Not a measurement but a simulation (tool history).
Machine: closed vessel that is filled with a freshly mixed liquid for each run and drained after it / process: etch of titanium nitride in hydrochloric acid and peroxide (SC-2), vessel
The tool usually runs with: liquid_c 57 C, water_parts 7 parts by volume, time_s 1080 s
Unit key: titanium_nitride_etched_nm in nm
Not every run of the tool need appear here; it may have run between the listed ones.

run,hour,liquid_c,water_parts,time_s,wafers since the last listed run,hours since the thermometer was replaced,hours since the chemicals flow meter was replaced,hours since the drum of peroxide was connected,hours since the gauge calibration,"read-back film thickness of the titanium nitride reference wafer, read on the same gauge (nm)",titanium_nitride_etched_nm
1,0,60.5,7,1080,0,1354.4,553.3,1109.4,70,40.02,30.73
2,6.2,60.5,7,1080,402,1360.6,559.5,1115.6,76.2,40.02,30.49
3,15.2,57,7,585,584,1369.6,568.5,1124.6,85.2,40.05,13.13
4,26.8,57,7,585,752,1381.2,580.1,1136.2,96.8,40.02,13.26
5,39.8,57,7,1080,843,1394.2,593.1,1149.2,109.8,40.02,24.34
6,53.7,57,7,1080,902,1408.1,607,1163.1,123.7,40,24.31
7,63.4,57,7,1080,629,1417.8,616.7,1172.8,133.4,39.98,24.17
8,73.2,52.5,9,1080,636,1427.6,626.5,1182.6,143.2,39.95,14.84
# hour 76.2: gauge calibrated
# hour 90.4: thermometer replaced
9,90.9,63.5,10,1695,1083,0.5,644.2,1200.3,14.7,40.06,49.81
10,105.8,48.5,7,1080,967,15.4,659.1,1215.2,29.6,40,16.1
# hour 107.7: chemicals flow meter replaced
11,118.2,57,4,1080,739,27.8,10.5,1227.6,42,40.04,42.29
12,125.4,57,9.5,1080,467,35,17.7,1234.8,49.2,39.99,21.96
# hour 129.6: new drum of peroxide connected
13,157.9,64.5,7,1080,2044,67.5,50.2,28.3,81.7,40.05,44.47
14,167.1,57,7,1080,597,76.7,59.4,37.5,90.9,40.01,27.9
15,176.4,65.5,5,615,603,86,68.7,46.8,100.2,40,34.73
16,185.4,57,7,1080,584,95,77.7,55.8,109.2,39.99,27.79
# hour 192.7: gauge calibrated
17,199.6,57,7,1080,921,109.2,91.9,70,6.9,40.01,27.58

4 options for the next run, each taken on its own from the tool as it stands now. Forecast them:
A,200.6,57,7,475,64,110.2,92.9,71,7.9,?,?
B,200.6,57,4.5,1080,64,110.2,92.9,71,7.9,?,?
C,200.6,47.5,7,1080,64,110.2,92.9,71,7.9,?,?
D,200.6,57,6,1080,64,110.2,92.9,71,7.9,?,?

run,"read-back film thickness of the titanium nitride reference wafer, read on the same gauge (nm)",titanium_nitride_etched_nm
A,40.03,12.2
B,40.03,38.42
C,40.03,14.81
D,40.03,31.21
Stripped of hidden state, with their random variation kept, the same runs would have yielded:
run,titanium_nitride_etched_nm
A,12.86
B,40.49
C,15.65
D,32.9
